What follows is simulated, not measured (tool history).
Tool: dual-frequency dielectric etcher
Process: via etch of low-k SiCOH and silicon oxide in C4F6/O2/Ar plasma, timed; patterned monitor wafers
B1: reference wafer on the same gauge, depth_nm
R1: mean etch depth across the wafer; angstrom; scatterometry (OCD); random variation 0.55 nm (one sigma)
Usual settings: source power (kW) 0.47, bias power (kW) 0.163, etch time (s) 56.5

{"run": 1, "day": 0.0, "source power (kW)": 0.47, "bias power (kW)": 0.163, "etch time (s)": 56.5, "B1": 166, "R1": 1607}
{"day": 0.012, "done": "gauge calibrated"}
{"run": 2, "day": 0.65, "source power (kW)": 0.47, "bias power (kW)": 0.163, "etch time (s)": 56.5, "B1": 166.1, "R1": 1609}
{"run": 3, "day": 1.304, "source power (kW)": 0.47, "bias power (kW)": 0.163, "etch time (s)": 56.5, "B1": 166.1, "R1": 1613}
{"run": 4, "day": 1.692, "source power (kW)": 0.47, "bias power (kW)": 0.163, "etch time (s)": 56.5, "B1": 166, "R1": 1620}
{"day": 3.033, "done": "source power generator calibrated"}
{"day": 3.346, "done": "upper electrode replaced"}
{"run": 5, "day": 3.783, "source power (kW)": 0.57, "bias power (kW)": 0.163, "etch time (s)": 56.5, "B1": 166.2, "R1": 1776}
{"run": 6, "day": 4.042, "source power (kW)": 0.47, "bias power (kW)": 0.163, "etch time (s)": 56.5, "B1": 166.1, "R1": 1619}
{"day": 4.283, "done": "bias power generator calibrated"}
{"day": 5.425, "done": "wet clean of the chamber"}
{"run": 7, "day": 5.446, "source power (kW)": 0.47, "bias power (kW)": 0.163, "etch time (s)": 56.5, "B1": 166, "R1": 1560}
{"run": 8, "day": 5.462, "source power (kW)": 0.47, "bias power (kW)": 0.163, "etch time (s)": 44.5, "B1": 165.9, "R1": 1232}
{"run": 9, "day": 5.788, "source power (kW)": 0.47, "bias power (kW)": 0.134, "etch time (s)": 70.5, "B1": 166, "R1": 1841}
{"day": 6.167, "done": "gauge calibrated"}
{"run": 10, "day": 6.175, "source power (kW)": 0.38, "bias power (kW)": 0.144, "etch time (s)": 56.5, "B1": 166, "R1": 1360}

Forecast run 11:
{"run": 11, "day": 6.612, "source power (kW)": 0.53, "bias power (kW)": 0.163, "etch time (s)": 65, "B1": "?", "R1": "?"}

Run 11 gave B1 165.9, R1 1907 angstrom.
Without the tool's hidden state the same run would have given R1 1889 angstrom.
